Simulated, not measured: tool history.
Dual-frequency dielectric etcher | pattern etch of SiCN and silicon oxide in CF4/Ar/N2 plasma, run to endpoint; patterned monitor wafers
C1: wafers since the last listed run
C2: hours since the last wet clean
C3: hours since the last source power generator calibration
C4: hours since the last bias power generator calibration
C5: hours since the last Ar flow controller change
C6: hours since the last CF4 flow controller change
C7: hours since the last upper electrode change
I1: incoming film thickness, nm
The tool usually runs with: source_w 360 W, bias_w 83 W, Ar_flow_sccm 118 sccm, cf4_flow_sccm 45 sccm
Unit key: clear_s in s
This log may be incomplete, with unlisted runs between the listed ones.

Run 1, hour 0.0: usual settings but Ar_flow_sccm 98 sccm; C1 0; C2 144.6; C3 4230.7; C4 3769.1; C5 2737.7; C6 1659.5; C7 5525.7; I1 11.37. Result: clear_s 16.8 s.
Run 2, hour 20.2: usual settings but Ar_flow_sccm 98 sccm; C1 224; C2 164.8; C3 4250.9; C4 3789.3; C5 2757.9; C6 1679.7; C7 5545.9; I1 11.23. Result: clear_s 16.5 s.
Run 3, hour 34.5: usual settings but Ar_flow_sccm 98 sccm; C1 158; C2 179.1; C3 4265.2; C4 3803.6; C5 2772.2; C6 1694.0; C7 5560.2; I1 11.37. Result: clear_s 16.7 s.
Run 4, hour 58.9: usual settings; C1 271; C2 203.5; C3 4289.6; C4 3828.0; C5 2796.6; C6 1718.4; C7 5584.6; I1 11.35. Result: clear_s 17.3 s.
Run 5, hour 91.3: usual settings; C1 359; C2 235.9; C3 4322.0; C4 3860.4; C5 2829.0; C6 1750.8; C7 5617.0; I1 11.37. Result: clear_s 17.7 s.
Run 6, hour 113.0: usual settings but cf4_flow_sccm 48 sccm; C1 241; C2 257.6; C3 4343.7; C4 3882.1; C5 2850.7; C6 1772.5; C7 5638.7; I1 11.41. Result: clear_s 17.2 s.
At hour 145.8: upper electrode replaced, of another model than before.
Run 7, hour 146.3: usual settings; C1 103; C2 290.9; C3 4377.0; C4 3915.4; C5 2884.0; C6 1805.8; C7 0.5; I1 11.19. Result: clear_s 17.2 s.
At hour 153.9: Ar flow controller replaced.
At hour 162.1: bias power generator calibrated.
At hour 190.8: CF4 flow controller replaced.
At hour 238.8: wet clean of the chamber.
Run 8, hour 239.3: usual settings; C1 588; C2 0.5; C3 4470.0; C4 77.2; C5 85.4; C6 48.5; C7 93.5; I1 11.30. Result: clear_s 16.9 s.
Run 9, hour 249.5: usual settings; C1 113; C2 10.7; C3 4480.2; C4 87.4; C5 95.6; C6 58.7; C7 103.7; I1 11.32. Result: clear_s 17.1 s.
Run 10, hour 310.8: usual settings but Ar_flow_sccm 138 sccm, cf4_flow_sccm 41 sccm; C1 681; C2 72.0; C3 4541.5; C4 148.7; C5 156.9; C6 120.0; C7 165.0; I1 11.32. Result: clear_s 17.9 s.
Run 11, hour 345.0: usual settings but source_w 330 W, cf4_flow_sccm 51 sccm; C1 379; C2 106.2; C3 4575.7; C4 182.9; C5 191.1; C6 154.2; C7 199.2; I1 11.33. Result: clear_s 18.0 s.
At hour 355.0: source power generator calibrated.
Run 12, hour 368.2: usual settings; C1 213; C2 129.4; C3 13.2; C4 206.1; C5 214.3; C6 177.4; C7 222.4; I1 11.30. Result: clear_s 17.2 s.
Run 13, hour 390.2: usual settings but source_w 440 W, bias_w 102 W, Ar_flow_sccm 91 sccm, cf4_flow_sccm 40 sccm; C1 244; C2 151.4; C3 35.2; C4 228.1; C5 236.3; C6 199.4; C7 244.4; I1 11.20. Result: clear_s 13.5 s.
Run 14, hour 409.0: usual settings but source_w 440 W, bias_w 96 W, Ar_flow_sccm 147 sccm, cf4_flow_sccm 36 sccm; C1 208; C2 170.2; C3 54.0; C4 246.9; C5 255.1; C6 218.2; C7 263.2; I1 11.36. Result: clear_s 15.2 s.
Run 15, hour 422.3: usual settings but bias_w 63 W, Ar_flow_sccm 103 sccm, cf4_flow_sccm 39 sccm; C1 147; C2 183.5; C3 67.3; C4 260.2; C5 268.4; C6 231.5; C7 276.5; I1 11.32. Result: clear_s 20.5 s.
Run 16, hour 453.4: usual settings but source_w 400 W, cf4_flow_sccm 52 sccm; C1 345; C2 214.6; C3 98.4; C4 291.3; C5 299.5; C6 262.6; C7 307.6; I1 11.34. Result: clear_s 15.7 s.

Branching from run 16: 3 alternative next runs. What would each branch give?
Run A, hour 453.8: usual settings; C1 4; C2 215.0; C3 98.8; C4 291.7; C5 299.9; C6 263.0; C7 308.0; I1 11.40. Result: clear_s ?.
Run B, hour 453.8: usual settings but source_w 300 W, cf4_flow_sccm 48 sccm; C1 4; C2 215.0; C3 98.8; C4 291.7; C5 299.9; C6 263.0; C7 308.0; I1 11.40. Result: clear_s ?.
Run C, hour 453.8: usual settings but bias_w 91 W, cf4_flow_sccm 51 sccm; C1 4; C2 215.0; C3 98.8; C4 291.7; C5 299.9; C6 263.0; C7 308.0; I1 11.40. Result: clear_s ?.

run  clear_s
  A     17.3
  B     19.2
  C     16.1
Take away the tool's hidden state, keep each run's random variation, and the runs would have read:
run  clear_s
  A     16.7
  B     18.5
  C     15.5
